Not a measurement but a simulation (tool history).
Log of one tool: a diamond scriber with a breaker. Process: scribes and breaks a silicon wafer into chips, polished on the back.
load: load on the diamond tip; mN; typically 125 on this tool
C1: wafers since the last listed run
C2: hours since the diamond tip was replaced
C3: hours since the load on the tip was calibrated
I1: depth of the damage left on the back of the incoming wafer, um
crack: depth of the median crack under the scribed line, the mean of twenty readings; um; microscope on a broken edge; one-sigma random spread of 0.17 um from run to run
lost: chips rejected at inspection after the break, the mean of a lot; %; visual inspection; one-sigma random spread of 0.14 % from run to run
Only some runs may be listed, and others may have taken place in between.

{"run": 1, "hour": 0.0, "load": 125, "C1": 0, "C2": 94.1, "C3": 676.0, "I1": 0.04, "crack": 11.96, "lost": 2.1}
{"run": 2, "hour": 50.4, "load": 125, "C1": 251, "C2": 144.5, "C3": 726.4, "I1": 0.04, "crack": 11.69, "lost": 2.06}
{"run": 3, "hour": 91.7, "load": 125, "C1": 206, "C2": 185.8, "C3": 767.7, "I1": 0.01, "crack": 11.6, "lost": 2.43}
{"run": 4, "hour": 157.6, "load": 139, "C1": 328, "C2": 251.7, "C3": 833.6, "I1": 0.05, "crack": 12.13, "lost": 1.93}
{"run": 5, "hour": 208.0, "load": 135, "C1": 251, "C2": 302.1, "C3": 884.0, "I1": 0.02, "crack": 12.32, "lost": 1.97}
{"run": 6, "hour": 237.1, "load": 135, "C1": 145, "C2": 331.2, "C3": 913.1, "I1": 0.01, "crack": 11.74, "lost": 1.85}
{"run": 7, "hour": 340.6, "load": 135, "C1": 516, "C2": 434.7, "C3": 1016.6, "I1": 0.04, "crack": 11.47, "lost": 2.25}
{"run": 8, "hour": 370.6, "load": 125, "C1": 149, "C2": 464.7, "C3": 1046.6, "I1": 0.03, "crack": 11.5, "lost": 2.78}
{"run": 9, "hour": 439.8, "load": 113, "C1": 345, "C2": 533.9, "C3": 1115.8, "I1": 0.04, "crack": 10.62, "lost": 4.57}
{"run": 10, "hour": 495.4, "load": 113, "C1": 277, "C2": 589.5, "C3": 1171.4, "I1": 0.04, "crack": 10.57, "lost": 4.24}
{"run": 11, "hour": 555.6, "load": 125, "C1": 300, "C2": 649.7, "C3": 1231.6, "I1": 0.01, "crack": 11.07, "lost": 2.99}
{"run": 12, "hour": 605.3, "load": 125, "C1": 248, "C2": 699.4, "C3": 1281.3, "I1": 0.03, "crack": 11.08, "lost": 3.0}
{"run": 13, "hour": 664.7, "load": 125, "C1": 296, "C2": 758.8, "C3": 1340.7, "I1": 0.04, "crack": 11.33, "lost": 3.12}
{"hour": 733.5, "done": "diamond tip replaced by a new one"}
{"run": 14, "hour": 734.1, "load": 143, "C1": 336, "C2": 0.6, "C3": 1410.1, "I1": 0.04, "crack": 11.34, "lost": 3.07}
{"run": 15, "hour": 797.0, "load": 100, "C1": 313, "C2": 63.5, "C3": 1473.0, "I1": 0.01, "crack": 8.94, "lost": 12.62}
{"run": 16, "hour": 862.8, "load": 137, "C1": 328, "C2": 129.3, "C3": 1538.8, "I1": 0.01, "crack": 10.49, "lost": 4.5}
{"run": 17, "hour": 894.6, "load": 137, "C1": 158, "C2": 161.1, "C3": 1570.6, "I1": 0.02, "crack": 10.35, "lost": 4.85}
{"run": 18, "hour": 958.2, "load": 137, "C1": 317, "C2": 224.7, "C3": 1634.2, "I1": 0.04, "crack": 10.37, "lost": 5.63}
{"run": 19, "hour": 985.7, "load": 136, "C1": 137, "C2": 252.2, "C3": 1661.7, "I1": 0.05, "crack": 10.16, "lost": 5.86}
{"run": 20, "hour": 1053.5, "load": 125, "C1": 338, "C2": 320.0, "C3": 1729.5, "I1": 0.04, "crack": 9.47, "lost": 8.91}
{"run": 21, "hour": 1090.4, "load": 152, "C1": 184, "C2": 356.9, "C3": 1766.4, "I1": 0.04, "crack": 10.64, "lost": 4.19}
{"hour": 1099.8, "done": "load on the tip recalibrated"}
{"run": 22, "hour": 1116.5, "load": 105, "C1": 120, "C2": 383.0, "C3": 16.7, "I1": 0.04, "crack": 8.45, "lost": 15.8}
{"hour": 1140.4, "done": "diamond tip replaced by a new one, repeated, since the last time left the tool worse"}
{"run": 23, "hour": 1169.9, "load": 103, "C1": 256, "C2": 29.5, "C3": 70.1, "I1": 0.02, "crack": 10.96, "lost": 3.68}
{"run": 24, "hour": 1236.6, "load": 111, "C1": 332, "C2": 96.2, "C3": 136.8, "I1": 0.04, "crack": 11.01, "lost": 2.92}
{"run": 25, "hour": 1295.2, "load": 125, "C1": 292, "C2": 154.8, "C3": 195.4, "I1": 0.04, "crack": 11.61, "lost": 1.84}
{"run": 26, "hour": 1359.7, "load": 125, "C1": 321, "C2": 219.3, "C3": 259.9, "I1": 0.04, "crack": 11.66, "lost": 2.56}
{"run": 27, "hour": 1384.6, "load": 104, "C1": 124, "C2": 244.2, "C3": 284.8, "I1": 0.02, "crack": 10.4, "lost": 4.5}
{"run": 28, "hour": 1498.6, "load": 125, "C1": 568, "C2": 358.2, "C3": 398.8, "I1": 0.05, "crack": 11.2, "lost": 2.5}
{"run": 29, "hour": 1538.7, "load": 95, "C1": 200, "C2": 398.3, "C3": 438.9, "I1": 0.04, "crack": 9.84, "lost": 7.19}
{"run": 30, "hour": 1608.8, "load": 142, "C1": 349, "C2": 468.4, "C3": 509.0, "I1": 0.04, "crack": 12.45, "lost": 2.17}
{"run": 31, "hour": 1673.7, "load": 114, "C1": 323, "C2": 533.3, "C3": 573.9, "I1": 0.03, "crack": 10.56, "lost": 3.49}
{"run": 32, "hour": 1739.1, "load": 158, "C1": 326, "C2": 598.7, "C3": 639.3, "I1": 0.05, "crack": 12.99, "lost": 2.42}
{"run": 33, "hour": 1803.9, "load": 90, "C1": 323, "C2": 663.5, "C3": 704.1, "I1": 0.04, "crack": 9.21, "lost": 10.29}
{"run": 34, "hour": 1855.8, "load": 109, "C1": 258, "C2": 715.4, "C3": 756.0, "I1": 0.04, "crack": 10.21, "lost": 4.93}
{"run": 35, "hour": 1912.9, "load": 115, "C1": 284, "C2": 772.5, "C3": 813.1, "I1": 0.05, "crack": 10.6, "lost": 4.0}
{"run": 36, "hour": 1944.3, "load": 148, "C1": 156, "C2": 803.9, "C3": 844.5, "I1": 0.04, "crack": 12.25, "lost": 1.76}
{"run": 37, "hour": 1975.3, "load": 125, "C1": 154, "C2": 834.9, "C3": 875.5, "I1": 0.04, "crack": 11.13, "lost": 2.82}
{"hour": 1990.0, "done": "diamond tip replaced by a new one"}
{"run": 38, "hour": 2021.2, "load": 154, "C1": 219, "C2": 31.2, "C3": 921.4, "I1": 0.01, "crack": 13.36, "lost": 3.04}

Describe how what the log doesn't record of the tool's condition differs between the last listed run preceding each entry between runs and the first listed run following it.
From run 13 to run 14: diamond tip replaced by a new one (hour 733.5)
  share of the diamond tip's cutting effectiveness lost through wear, %: 13.3 -> 22
  difference, measured minus the result without the unlogged condition, crack: -1.14 -> -2.03 um; lost: +1.06 -> +0.17 %
From run 21 to run 22: load on the tip recalibrated (hour 1099.8)
  share of the diamond tip's cutting effectiveness lost through wear, %: 31.9 -> 32.2
  difference, measured minus the result without the unlogged condition, crack: -3.11 -> -2.51 um; lost: +0.78 -> +12.66 %
From run 22 to run 23: diamond tip replaced by a new one, repeated, since the last time left the tool worse (hour 1140.4)
  share of the diamond tip's cutting effectiveness lost through wear, %: 32.2 -> 1.64
  difference, measured minus the result without the unlogged condition, crack: -2.51 -> -0.13 um; lost: +12.66 -> +0.29 %
From run 37 to run 38: diamond tip replaced by a new one (hour 1990.0)
  share of the diamond tip's cutting effectiveness lost through wear, %: 12.9 -> 2.02
  difference, measured minus the result without the unlogged condition, crack: -1.07 -> -0.18 um; lost: +0.92 -> -0.32 %
